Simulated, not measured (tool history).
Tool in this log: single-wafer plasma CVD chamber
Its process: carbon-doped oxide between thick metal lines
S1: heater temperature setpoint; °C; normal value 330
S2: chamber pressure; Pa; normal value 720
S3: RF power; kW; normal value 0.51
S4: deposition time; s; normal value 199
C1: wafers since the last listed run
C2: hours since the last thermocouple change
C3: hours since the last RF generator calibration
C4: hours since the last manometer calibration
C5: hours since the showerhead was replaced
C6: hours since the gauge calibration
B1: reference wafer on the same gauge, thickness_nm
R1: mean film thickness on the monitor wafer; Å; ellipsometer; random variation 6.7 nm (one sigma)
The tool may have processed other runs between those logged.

run     day   S1   S2     S3   S4   C1      C2      C3      C4      C5     C6        B1        R1
  1       0  330  720   0.51  199    0  1196.2   983.9  1003.3  4068.7   92.5  1369.465  10637.81
  2   2.129  330  720   0.51  199  468  1247.3    1035  1054.4  4119.8  143.6  1368.184   10518.9
  3   4.579  330  720   0.51  199  539  1306.1  1093.8  1113.2  4178.6  202.4   1369.03  10490.86
  4   6.267  330  720  0.485  199  371  1346.6  1134.3  1153.7  4219.1  242.9  1370.858   9970.43
  5   8.692  330  720  0.485  199  533  1404.8  1192.5  1211.9  4277.3  301.1  1369.952   9983.97
  6   9.725  330  720   0.51  199  227  1429.6  1217.3  1236.7  4302.1  325.9  1369.331  10570.83
     10.425  -- RF generator calibrated
     10.917  -- capacitance manometer re-zeroed and calibrated
  7  12.583  330  720   0.51  199  482  1498.2    51.8      40  4370.7  394.5  1371.163  11299.95
     14.733  -- gauge calibrated
     15.188  -- showerhead replaced, of another model than before
     15.562  -- thermocouple changed; heater temperature recalibrated
  8  15.583  330  720   0.51  199  513     0.5   123.8     112     9.5   20.4   1370.78  11352.99
  9  16.483  330  720   0.46  199  198    22.1   145.4   133.6    31.1     42  1370.244  10480.27
 10  17.858  330  720   0.51  178  302    55.1   178.4   166.6    64.1     75  1370.369  10117.35
 11  20.121  341  720   0.51  199  498   109.4   232.7   220.9   118.4  129.3  1371.408  10775.46
 12  21.796  330  720   0.51  199  368   149.6   272.9   261.1   158.6  169.5   1367.62  11283.38
 13   24.15  341  673    0.6  221  518   206.1   329.4   317.6   215.1    226  1368.372   13246.2
 14  26.179  341  888  0.545  216  446   254.8   378.1   366.3   263.8  274.7  1370.504  12276.02
 15  27.704  344  720  0.475  227  335   291.4   414.7   402.9   300.4  311.3  1370.227  11262.12
 16  30.254  330  868   0.51  199  561   352.6   475.9   464.1   361.6  372.5  1371.203  11149.88
 17  33.025  330  720   0.51  199  610   419.1   542.4   530.6   428.1    439  1370.054  11035.14
 18  34.521  319  720   0.48  199  329     455   578.3   566.5     464  474.9  1371.127  10979.77

For some of the steps in R1 from one run to the next: how much would appear even if the tool had no hidden state, given the settings, what came in and random variation, and how much remains for the hidden state plus any gauge scatter that the measured result and the result without hidden state don't share?
Hidden state at play: wafer temperature above the value expected at the setpoint (K); delivered RF power above the setpoint (%); true pressure above the setpoint (%); gauge reads high (%).
Run 6 -> 7: RF generator calibrated, capacitance manometer re-zeroed and calibrated. R1 +729.12 Å: hidden state +845.43, all else -116.31.
Run 12 -> 13: S1 330 -> 341, S2 720 -> 673, S3 0.51 -> 0.6, S4 199 -> 221. R1 +1962.82 Å: hidden state -106.03, all else +2068.85.
